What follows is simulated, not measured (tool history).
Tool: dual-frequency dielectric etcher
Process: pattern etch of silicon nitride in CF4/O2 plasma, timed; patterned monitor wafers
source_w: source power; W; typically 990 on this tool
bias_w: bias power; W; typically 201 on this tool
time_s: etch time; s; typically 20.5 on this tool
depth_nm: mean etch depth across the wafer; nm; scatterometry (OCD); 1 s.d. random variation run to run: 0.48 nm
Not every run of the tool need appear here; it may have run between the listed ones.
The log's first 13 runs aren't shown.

run	hour	source_w	bias_w	time_s	wafers since the last listed run	hours since the last wet clean	hours since the last source power generator calibration	hours since the last bias power generator calibration	hours since the last upper electrode change	hours since the gauge calibration	read-back reference wafer on the same gauge, depth_nm	depth_nm
14	139.9	990	201	17.5	173	89.4	2376.7	2699.9	74.4	366.5	91.0	70.0
# hour 147.6: bias power generator calibrated
15	148.1	1100	175	19.0	74	97.6	2384.9	0.5	82.6	374.7	91.1	79.5
16	154.3	990	173	20.5	110	103.8	2391.1	6.7	88.8	380.9	91.0	75.9
17	171.8	990	201	20.5	310	121.3	2408.6	24.2	106.3	398.4	91.0	82.3
# hour 186.9: source power generator calibrated
18	187.4	990	201	20.5	205	136.9	0.5	39.8	121.9	414.0	90.9	81.8
# hour 191.4: gauge calibrated
19	201.3	760	201	20.5	246	150.8	14.4	53.7	135.8	9.9	91.0	61.9
20	216.3	1080	201	23.5	266	165.8	29.4	68.7	150.8	24.9	90.9	102.0
21	228.4	1220	188	17.0	214	177.9	41.5	80.8	162.9	37.0	91.0	80.9
22	238.0	990	251	20.5	170	187.5	51.1	90.4	172.5	46.6	91.0	89.8
23	250.6	1130	201	15.5	223	200.1	63.7	103.0	185.1	59.2	90.9	69.7
24	267.2	990	201	20.5	294	216.7	80.3	119.6	201.7	75.8	91.0	81.6
25	282.7	1220	187	16.0	275	232.2	95.8	135.1	217.2	91.3	91.0	75.9
26	297.4	1220	201	24.0	260	246.9	110.5	149.8	231.9	106.0	91.0	116.6

What will run 27 give?
27	306.1	990	201	20.5	154	255.6	119.2	158.5	240.6	114.7	?	?

read-back reference wafer on the same gauge, depth_nm: 91.0
depth_nm: 80.5 nm
The same run, on a tool lacking any hidden state, would have yielded depth_nm 83.1 nm.
